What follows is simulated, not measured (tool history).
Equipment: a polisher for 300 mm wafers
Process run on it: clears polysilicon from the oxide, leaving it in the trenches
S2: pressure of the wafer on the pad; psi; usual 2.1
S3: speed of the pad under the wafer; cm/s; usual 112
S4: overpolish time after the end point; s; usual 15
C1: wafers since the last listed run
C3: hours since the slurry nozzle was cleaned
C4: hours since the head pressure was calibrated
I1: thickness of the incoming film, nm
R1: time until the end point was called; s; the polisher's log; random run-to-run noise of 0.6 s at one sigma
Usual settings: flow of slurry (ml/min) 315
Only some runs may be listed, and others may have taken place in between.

{"run": 1, "day": 0.0, "flow of slurry (ml/min)": 315, "S2": 2.1, "S3": 112, "S4": 15, "C1": 0, "wafers polished on this pad": 2213, "C3": 362.4, "C4": 57.8, "I1": 665.4, "R1": 47.4}
{"run": 2, "day": 1.671, "flow of slurry (ml/min)": 315, "S2": 2.1, "S3": 112, "S4": 15, "C1": 502, "wafers polished on this pad": 2716, "C3": 402.5, "C4": 97.9, "I1": 656.9, "R1": 47.3}
{"day": 3.179, "done": "slurry nozzle cleaned"}
{"run": 3, "day": 3.433, "flow of slurry (ml/min)": 315, "S2": 2.4, "S3": 112, "S4": 15, "C1": 517, "wafers polished on this pad": 3233, "C3": 6.1, "C4": 140.2, "I1": 664.7, "R1": 41.4}
{"run": 4, "day": 5.679, "flow of slurry (ml/min)": 315, "S2": 2.4, "S3": 112, "S4": 15, "C1": 675, "wafers polished on this pad": 3909, "C3": 60, "C4": 194.1, "I1": 661.2, "R1": 41.7}
{"day": 7.083, "done": "worn pad replaced by a new one"}
{"run": 5, "day": 7.104, "flow of slurry (ml/min)": 315, "S2": 2.1, "S3": 112, "S4": 15, "C1": 378, "wafers polished on this pad": 5, "C3": 94.2, "C4": 228.3, "I1": 662.2, "R1": 45}
{"run": 6, "day": 10.008, "flow of slurry (ml/min)": 315, "S2": 2.1, "S3": 112, "S4": 15, "C1": 873, "wafers polished on this pad": 879, "C3": 163.9, "C4": 298, "I1": 654.9, "R1": 45.3}
{"run": 7, "day": 11.088, "flow of slurry (ml/min)": 315, "S2": 2.1, "S3": 112, "S4": 15, "C1": 324, "wafers polished on this pad": 1204, "C3": 189.8, "C4": 323.9, "I1": 656.9, "R1": 46.7}
{"run": 8, "day": 13.929, "flow of slurry (ml/min)": 315, "S2": 2.1, "S3": 112, "S4": 15, "C1": 854, "wafers polished on this pad": 2058, "C3": 258, "C4": 392.1, "I1": 655.6, "R1": 46}
{"run": 9, "day": 15.729, "flow of slurry (ml/min)": 315, "S2": 2.1, "S3": 112, "S4": 15, "C1": 541, "wafers polished on this pad": 2600, "C3": 301.2, "C4": 435.3, "I1": 658.2, "R1": 47.9}
{"run": 10, "day": 17.221, "flow of slurry (ml/min)": 315, "S2": 2.1, "S3": 112, "S4": 15, "C1": 448, "wafers polished on this pad": 3048, "C3": 337, "C4": 471.1, "I1": 658.3, "R1": 47.7}
{"run": 11, "day": 20.05, "flow of slurry (ml/min)": 315, "S2": 2.1, "S3": 88, "S4": 18, "C1": 850, "wafers polished on this pad": 3899, "C3": 404.9, "C4": 539, "I1": 655.5, "R1": 60.3}
{"run": 12, "day": 21.888, "flow of slurry (ml/min)": 315, "S2": 2.1, "S3": 88, "S4": 18, "C1": 552, "wafers polished on this pad": 4452, "C3": 449, "C4": 583.1, "I1": 657.3, "R1": 61.8}
{"day": 22.242, "done": "slurry nozzle cleaned"}
{"day": 23.688, "done": "worn pad replaced by a new one"}
{"run": 13, "day": 24.221, "flow of slurry (ml/min)": 315, "S2": 2.1, "S3": 88, "S4": 18, "C1": 639, "wafers polished on this pad": 159, "C3": 47.5, "C4": 639.1, "I1": 659.3, "R1": 58.8}
{"run": 14, "day": 26.679, "flow of slurry (ml/min)": 255, "S2": 2.1, "S3": 112, "S4": 15, "C1": 739, "wafers polished on this pad": 899, "C3": 106.5, "C4": 698.1, "I1": 666.3, "R1": 48.3}
{"run": 15, "day": 28.5, "flow of slurry (ml/min)": 315, "S2": 2.1, "S3": 112, "S4": 23, "C1": 547, "wafers polished on this pad": 1447, "C3": 150.2, "C4": 741.8, "I1": 658, "R1": 47.2}
{"run": 16, "day": 30.079, "flow of slurry (ml/min)": 420, "S2": 2.1, "S3": 112, "S4": 15, "C1": 474, "wafers polished on this pad": 1922, "C3": 188.1, "C4": 779.7, "I1": 660.5, "R1": 46.5}
{"run": 17, "day": 32.808, "flow of slurry (ml/min)": 400, "S2": 2.1, "S3": 136, "S4": 24, "C1": 820, "wafers polished on this pad": 2742, "C3": 253.6, "C4": 845.2, "I1": 662.5, "R1": 38.3}
{"run": 18, "day": 33.975, "flow of slurry (ml/min)": 315, "S2": 2.1, "S3": 112, "S4": 15, "C1": 350, "wafers polished on this pad": 3093, "C3": 281.6, "C4": 873.2, "I1": 646, "R1": 45.8}
{"run": 19, "day": 36.258, "flow of slurry (ml/min)": 315, "S2": 2.1, "S3": 112, "S4": 15, "C1": 686, "wafers polished on this pad": 3780, "C3": 336.4, "C4": 928, "I1": 653, "R1": 48.6}
{"run": 20, "day": 37.517, "flow of slurry (ml/min)": 315, "S2": 2.1, "S3": 112, "S4": 15, "C1": 378, "wafers polished on this pad": 4158, "C3": 366.6, "C4": 958.2, "I1": 653.3, "R1": 47.5}
{"day": 38.529, "done": "slurry nozzle cleaned"}
{"day": 38.646, "done": "worn pad replaced by a new one"}
{"run": 21, "day": 39.104, "flow of slurry (ml/min)": 315, "S2": 2.1, "S3": 112, "S4": 15, "C1": 429, "wafers polished on this pad": 137, "C3": 13.8, "C4": 996.3, "I1": 665.6, "R1": 45.3}
{"run": 22, "day": 41.188, "flow of slurry (ml/min)": 425, "S2": 2.5, "S3": 86, "S4": 19, "C1": 626, "wafers polished on this pad": 763, "C3": 63.8, "C4": 1046.3, "I1": 652, "R1": 48}
{"run": 23, "day": 44.175, "flow of slurry (ml/min)": 275, "S2": 2.1, "S3": 132, "S4": 15, "C1": 898, "wafers polished on this pad": 1662, "C3": 135.5, "C4": 1118, "I1": 650.7, "R1": 39.3}
{"run": 24, "day": 49.779, "flow of slurry (ml/min)": 315, "S2": 2.8, "S3": 112, "S4": 15, "C1": 1685, "wafers polished on this pad": 3348, "C3": 270, "C4": 1252.5, "I1": 656, "R1": 35.7}
{"day": 50.279, "done": "head pressure recalibrated"}
{"run": 25, "day": 51.258, "flow of slurry (ml/min)": 315, "S2": 1.6, "S3": 112, "S4": 12, "C1": 419, "wafers polished on this pad": 3767, "C3": 305.5, "C4": 23.5, "I1": 659, "R1": 62}
{"run": 26, "day": 52.725, "flow of slurry (ml/min)": 415, "S2": 2.1, "S3": 112, "S4": 15, "C1": 441, "wafers polished on this pad": 4209, "C3": 340.7, "C4": 58.7, "I1": 648.6, "R1": 45.3}
{"run": 27, "day": 53.792, "flow of slurry (ml/min)": 315, "S2": 2.1, "S3": 112, "S4": 15, "C1": 320, "wafers polished on this pad": 4529, "C3": 366.3, "C4": 84.3, "I1": 664.7, "R1": 47.6}
{"day": 53.862, "done": "slurry nozzle cleaned"}
{"day": 54.054, "done": "worn pad replaced by a new one"}
{"run": 28, "day": 55.562, "flow of slurry (ml/min)": 315, "S2": 2.1, "S3": 112, "S4": 15, "C1": 469, "wafers polished on this pad": 453, "C3": 40.8, "C4": 126.8, "I1": 657.9, "R1": 45.1}
{"run": 29, "day": 57.638, "flow of slurry (ml/min)": 315, "S2": 2.1, "S3": 112, "S4": 15, "C1": 624, "wafers polished on this pad": 1077, "C3": 90.6, "C4": 176.6, "I1": 661.1, "R1": 47.5}
{"run": 30, "day": 60.296, "flow of slurry (ml/min)": 400, "S2": 2.1, "S3": 136, "S4": 24, "C1": 799, "wafers polished on this pad": 1877, "C3": 154.4, "C4": 240.4, "I1": 653.8, "R1": 39.2}
{"run": 31, "day": 62.521, "flow of slurry (ml/min)": 345, "S2": 2.1, "S3": 112, "S4": 15, "C1": 669, "wafers polished on this pad": 2546, "C3": 207.8, "C4": 293.8, "I1": 656.6, "R1": 47.5}
{"run": 32, "day": 63.612, "flow of slurry (ml/min)": 220, "S2": 2.4, "S3": 86, "S4": 15, "C1": 328, "wafers polished on this pad": 2874, "C3": 234, "C4": 320, "I1": 664.4, "R1": 56.1}
{"run": 33, "day": 66.433, "flow of slurry (ml/min)": 360, "S2": 2.8, "S3": 134, "S4": 9, "C1": 848, "wafers polished on this pad": 3723, "C3": 301.7, "C4": 387.7, "I1": 660.9, "R1": 30}
{"run": 34, "day": 68.171, "flow of slurry (ml/min)": 315, "S2": 2.1, "S3": 112, "S4": 15, "C1": 522, "wafers polished on this pad": 4245, "C3": 343.4, "C4": 429.4, "I1": 667.7, "R1": 48.7}
{"day": 68.767, "done": "worn pad replaced by a new one"}
{"run": 35, "day": 71.088, "flow of slurry (ml/min)": 315, "S2": 1.5, "S3": 112, "S4": 18, "C1": 827, "wafers polished on this pad": 697, "C3": 413.4, "C4": 499.4, "I1": 670.5, "R1": 65.6}

Consider 3 possible next runs. They are alternatives, not a sequence: every one starts from the tool as it was left by run 35. What does each give?
{"run": "A", "day": 71.104, "flow of slurry (ml/min)": 315, "S2": 2.1, "S3": 112, "S4": 17, "C1": 5, "wafers polished on this pad": 702, "C3": 413.8, "C4": 499.8, "I1": 665.3, "R1": "?"}
{"run": "B", "day": 71.104, "flow of slurry (ml/min)": 315, "S2": 2.1, "S3": 112, "S4": 11, "C1": 5, "wafers polished on this pad": 702, "C3": 413.8, "C4": 499.8, "I1": 665.3, "R1": "?"}
{"run": "C", "day": 71.104, "flow of slurry (ml/min)": 225, "S2": 2.1, "S3": 124, "S4": 15, "C1": 5, "wafers polished on this pad": 702, "C3": 413.8, "C4": 499.8, "I1": 665.3, "R1": "?"}

run=A R1=46.6
run=B R1=46.6
run=C R1=43.1
Stripped of hidden state, with their random variation kept, the same runs would have yielded:
run=A R1=45.3
run=B R1=45.3
run=C R1=41.9
